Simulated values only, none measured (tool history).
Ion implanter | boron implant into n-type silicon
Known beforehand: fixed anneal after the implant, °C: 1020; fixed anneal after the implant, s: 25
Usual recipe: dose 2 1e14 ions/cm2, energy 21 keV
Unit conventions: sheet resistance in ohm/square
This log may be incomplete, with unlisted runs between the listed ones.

run	hour	dose	energy	read-back reference wafer on the same gauge, sheet resistance	sheet resistance
1	0	2.23	21	422.67	424.48
2	47.9	2.23	21	422.87	424.42
3	142.9	2	21	422.96	464.31
4	237.3	2	21	423.08	464.69
5	335.8	2	21	422.79	462.24
6	424.9	2	25.5	423.16	449.91
# hour 477.3: gauge calibrated
7	483.9	2	15	423.1	479.43
# hour 579.1: extraction supply calibrated
8	580.9	2	15	422.98	479.27
9	619.3	2	15	423.17	476.81
# hour 710.2: Faraday cup replaced and dose calibrated
10	717.6	1.43	26.5	423.1	584.25
11	778.5	2.23	21	422.99	424.49
12	849.1	2.19	16	422.98	444.44
13	903.7	2.46	15.5	423.21	404.62
14	1005.2	1.79	27	423.07	488.43
15	1106.2	2	15.5	422.88	478.38
16	1142.5	2	21	423.14	460.3
17	1196.8	2	25	423.21	450.99
18	1247.9	2.31	23	422.85	404.48
19	1327.4	1.51	23	423.09	564.45

Give the tool's hidden conditions for every run:
deviation of the true energy from its setpoint, %: 0 in every run
gauge reads high (%): 0 in every run
H1: deviation of the true dose from the Faraday cup's reading, %
run	H1
1	-0.0782
2	-0.063
3	0.0237
4	0.184
5	0.431
6	0.723
7	0.953
8	1.39
9	1.59
10	0.185
11	0.204
12	0.265
13	0.34
14	0.547
15	0.837
16	0.962
17	1.17
18	1.39
19	1.77
